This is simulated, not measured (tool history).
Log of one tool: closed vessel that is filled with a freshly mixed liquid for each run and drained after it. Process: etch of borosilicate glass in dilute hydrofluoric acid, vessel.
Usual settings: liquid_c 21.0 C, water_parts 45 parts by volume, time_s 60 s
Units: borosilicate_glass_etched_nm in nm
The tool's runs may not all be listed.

run	day	liquid_c	water_parts	time_s	read-back film thickness of the borosilicate glass reference wafer, read on the same gauge (nm)	borosilicate_glass_etched_nm
1	0.000	25.0	45	60	150.00	50.50
2	1.992	25.0	45	60	150.00	50.98
3	3.850	21.0	60	60	150.02	31.77
4	4.900	19.5	45	60	150.00	40.69
5	6.779	21.0	45	60	150.00	43.08
6	8.633	21.0	45	60	150.04	42.99
7	10.154	24.0	45	60	149.99	48.76
8	12.904	24.0	45	60	150.03	48.93
9	15.771	21.0	45	60	149.96	43.26
10	17.088	21.0	45	60	150.04	42.74
11	19.358	21.0	30	60	150.06	66.28
12	20.450	21.0	30	60	150.00	66.35
13	21.783	21.0	35	60	149.96	56.26
# day 22.842: thermometer replaced
14	24.471	21.0	35	60	150.01	51.77
# day 25.196: gauge calibrated
15	27.283	21.0	35	60	150.01	51.93
# day 29.275: hydrofluoric acid flow meter replaced
16	30.129	21.0	45	60	150.00	41.39
17	31.442	24.5	35	60	150.01	61.65
18	34.162	18.5	45	60	150.03	36.87
19	36.254	21.0	45	35	150.01	23.84
20	38.896	21.0	50	60	150.00	36.44
21	40.042	19.0	30	50	149.96	48.44
22	42.504	21.0	45	60	149.96	41.12
23	47.588	24.5	45	30	149.98	23.71
24	53.612	21.0	45	60	150.01	40.87
25	56.121	23.0	45	60	150.04	45.00
26	58.042	18.5	55	70	149.97	34.93
27	60.471	25.0	35	60	150.03	62.86
28	61.729	24.5	65	60	150.00	31.79
29	63.842	21.0	45	85	149.99	58.37
30	66.488	21.0	55	50	150.02	27.48
31	68.771	21.0	45	60	150.00	41.65
32	70.279	21.0	55	50	150.04	27.76
# day 71.312: hydrofluoric acid flow meter replaced
33	72.008	19.0	45	30	149.94	19.46

4 ways to go on from here, each from the tool as it stands after run 33. What would each give?
A	72.038	21.0	45	60	?	?
B	72.038	17.5	45	60	?	?
C	72.038	21.0	25	35	?	?
D	72.038	25.0	45	95	?	?

run	read-back film thickness of the borosilicate glass reference wafer, read on the same gauge (nm)	borosilicate_glass_etched_nm
A	149.97	42.43
B	149.97	36.56
C	149.97	45.70
D	149.97	79.23
Without the tool's hidden state the same runs would have given:
run	borosilicate_glass_etched_nm
A	40.71
B	35.04
C	43.82
D	76.14

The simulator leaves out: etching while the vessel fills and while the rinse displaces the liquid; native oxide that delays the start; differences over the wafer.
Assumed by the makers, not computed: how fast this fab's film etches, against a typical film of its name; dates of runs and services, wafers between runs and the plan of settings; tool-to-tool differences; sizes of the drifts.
